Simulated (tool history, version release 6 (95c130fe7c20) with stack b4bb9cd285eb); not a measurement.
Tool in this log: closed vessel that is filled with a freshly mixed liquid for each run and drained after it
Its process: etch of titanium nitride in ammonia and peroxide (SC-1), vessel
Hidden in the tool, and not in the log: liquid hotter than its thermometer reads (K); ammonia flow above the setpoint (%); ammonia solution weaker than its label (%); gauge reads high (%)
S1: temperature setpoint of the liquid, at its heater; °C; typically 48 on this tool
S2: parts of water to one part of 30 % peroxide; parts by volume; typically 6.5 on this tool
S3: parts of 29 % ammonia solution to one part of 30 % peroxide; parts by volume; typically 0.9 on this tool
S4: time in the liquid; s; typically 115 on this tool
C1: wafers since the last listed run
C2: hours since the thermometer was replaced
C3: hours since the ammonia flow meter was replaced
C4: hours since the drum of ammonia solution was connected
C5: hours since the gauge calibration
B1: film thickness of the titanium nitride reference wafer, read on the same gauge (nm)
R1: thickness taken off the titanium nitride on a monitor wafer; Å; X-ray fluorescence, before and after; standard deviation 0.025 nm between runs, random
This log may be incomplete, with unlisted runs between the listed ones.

| run | hour | S1 | S2 | S3 | S4 | C1 | C2 | C3 | C4 | C5 | B1 | R1 |
|---|---|---|---|---|---|---|---|---|---|---|---|---|
| 1 | 0 | 48 | 6.5 | 1.2 | 115 | 0 | 600.3 | 83.3 | 214.8 | 1417.7 | 99.983 | 45.22 |
| 2 | 43.3 | 48 | 6.5 | 1.2 | 115 | 3785 | 643.6 | 126.6 | 258.1 | 1461 | 99.986 | 45.32 |
| 3 | 91.4 | 48 | 6.5 | 0.9 | 115 | 4204 | 691.7 | 174.7 | 306.2 | 1509.1 | 99.997 | 43.02 |
| 4 | 229 | 48 | 6.5 | 0.9 | 115 | 12028 | 829.3 | 312.3 | 443.8 | 1646.7 | 99.996 | 43.51 |
|  | 236.2 | thermometer replaced |
|  | 296 | new drum of ammonia solution connected |
| 5 | 300.5 | 48 | 6.5 | 0.9 | 115 | 6075 | 64.3 | 383.8 | 4.5 | 1718.2 | 100.032 | 43.07 |
| 6 | 360.1 | 48 | 6.5 | 0.9 | 115 | 5210 | 123.9 | 443.4 | 64.1 | 1777.8 | 100.013 | 43.78 |
| 7 | 429.8 | 48 | 6.5 | 0.9 | 115 | 6092 | 193.6 | 513.1 | 133.8 | 1847.5 | 100.01 | 43.25 |
| 8 | 473.8 | 54 | 6.5 | 0.9 | 115 | 3846 | 237.6 | 557.1 | 177.8 | 1891.5 | 100.021 | 65.25 |
| 9 | 540.5 | 48 | 6.5 | 0.9 | 115 | 5830 | 304.3 | 623.8 | 244.5 | 1958.2 | 100.01 | 43.63 |
| 10 | 590.4 | 43 | 6.5 | 0.9 | 115 | 4362 | 354.2 | 673.7 | 294.4 | 2008.1 | 100.022 | 30.5 |
| 11 | 623.6 | 58 | 6.5 | 0.65 | 150 | 2902 | 387.4 | 706.9 | 327.6 | 2041.3 | 99.991 | 107.11 |
| 12 | 690.4 | 41 | 5 | 1.2 | 55 | 5839 | 454.2 | 773.7 | 394.4 | 2108.1 | 100.007 | 14.57 |
|  | 870.3 | new drum of ammonia solution connected |
| 13 | 888.6 | 48 | 5 | 0.9 | 160 | 17238 | 652.4 | 971.9 | 18.3 | 2306.3 | 99.992 | 67.75 |
|  | 925 | gauge calibrated |
| 14 | 931.9 | 48 | 5 | 0.9 | 160 | 3785 | 695.7 | 1015.2 | 61.6 | 6.9 | 100.017 | 67.85 |
| 15 | 981.9 | 48 | 6.5 | 0.9 | 115 | 4370 | 745.7 | 1065.2 | 111.6 | 56.9 | 100.036 | 43.34 |
| 16 | 1019.4 | 39.5 | 5 | 0.75 | 180 | 3278 | 783.2 | 1102.7 | 149.1 | 94.4 | 99.999 | 40.16 |
| 17 | 1076.5 | 48 | 6.5 | 0.9 | 115 | 4991 | 840.3 | 1159.8 | 206.2 | 151.5 | 100.023 | 43.22 |
|  | 1094.4 | thermometer replaced |
| 18 | 1147.4 | 48 | 6.5 | 0.6 | 45 | 6110 | 53 | 1230.7 | 277.1 | 222.4 | 100.015 | 15.95 |
| 19 | 1202.1 | 48 | 6.5 | 0.7 | 115 | 4781 | 107.7 | 1285.4 | 331.8 | 277.1 | 100.017 | 41.86 |
| 20 | 1250.4 | 53.5 | 6.5 | 0.9 | 150 | 4222 | 156 | 1333.7 | 380.1 | 325.4 | 99.996 | 83.21 |
| 21 | 1308.6 | 51 | 6.5 | 0.9 | 75 | 5087 | 214.2 | 1391.9 | 438.3 | 383.6 | 100.023 | 34.78 |
| 22 | 1336.7 | 48 | 7.5 | 0.7 | 115 | 2456 | 242.3 | 1420 | 466.4 | 411.7 | 100.01 | 39.3 |
| 23 | 1377.4 | 44.5 | 6.5 | 0.9 | 70 | 3557 | 283 | 1460.7 | 507.1 | 452.4 | 100.022 | 20.61 |
| 24 | 1443.5 | 53 | 5 | 0.55 | 85 | 5778 | 349.1 | 1526.8 | 573.2 | 518.5 | 99.986 | 47.78 |
|  | 1488.3 | new drum of ammonia solution connected |
| 25 | 1511 | 53 | 6.5 | 0.75 | 115 | 5813 | 416.6 | 1594.3 | 22.7 | 586 | 100.017 | 59.34 |
| 26 | 1556 | 57.5 | 5 | 0.7 | 150 | 3933 | 461.6 | 1639.3 | 67.7 | 631 | 100.018 | 118.47 |
| 27 | 1616.9 | 51.5 | 6.5 | 1.1 | 115 | 5323 | 522.5 | 1700.2 | 128.6 | 691.9 | 99.997 | 56.79 |
|  | 1637.3 | ammonia flow meter replaced |
| 28 | 1650.4 | 48 | 8.5 | 1.15 | 115 | 2841 | 556 | 13.1 | 162.1 | 725.4 | 100.035 | 39.35 |

How the hidden state differs across the entries between the runs, from the last listed run before each to the first after it:
Between runs 4 and 5: thermometer replaced (hour 236.2); new drum of ammonia solution connected (hour 296)
  no difference in the tool's unlogged condition between these two runs
Between runs 12 and 13: new drum of ammonia solution connected (hour 870.3)
  no difference in the tool's unlogged condition between these two runs
Between runs 13 and 14: gauge calibrated (hour 925)
  no difference in the tool's unlogged condition between these two runs
Between runs 17 and 18: thermometer replaced (hour 1094.4)
  no difference in the tool's unlogged condition between these two runs
Between runs 24 and 25: new drum of ammonia solution connected (hour 1488.3)
  no difference in the tool's unlogged condition between these two runs
Between runs 27 and 28: ammonia flow meter replaced (hour 1637.3)
  no difference in the tool's unlogged condition between these two runs

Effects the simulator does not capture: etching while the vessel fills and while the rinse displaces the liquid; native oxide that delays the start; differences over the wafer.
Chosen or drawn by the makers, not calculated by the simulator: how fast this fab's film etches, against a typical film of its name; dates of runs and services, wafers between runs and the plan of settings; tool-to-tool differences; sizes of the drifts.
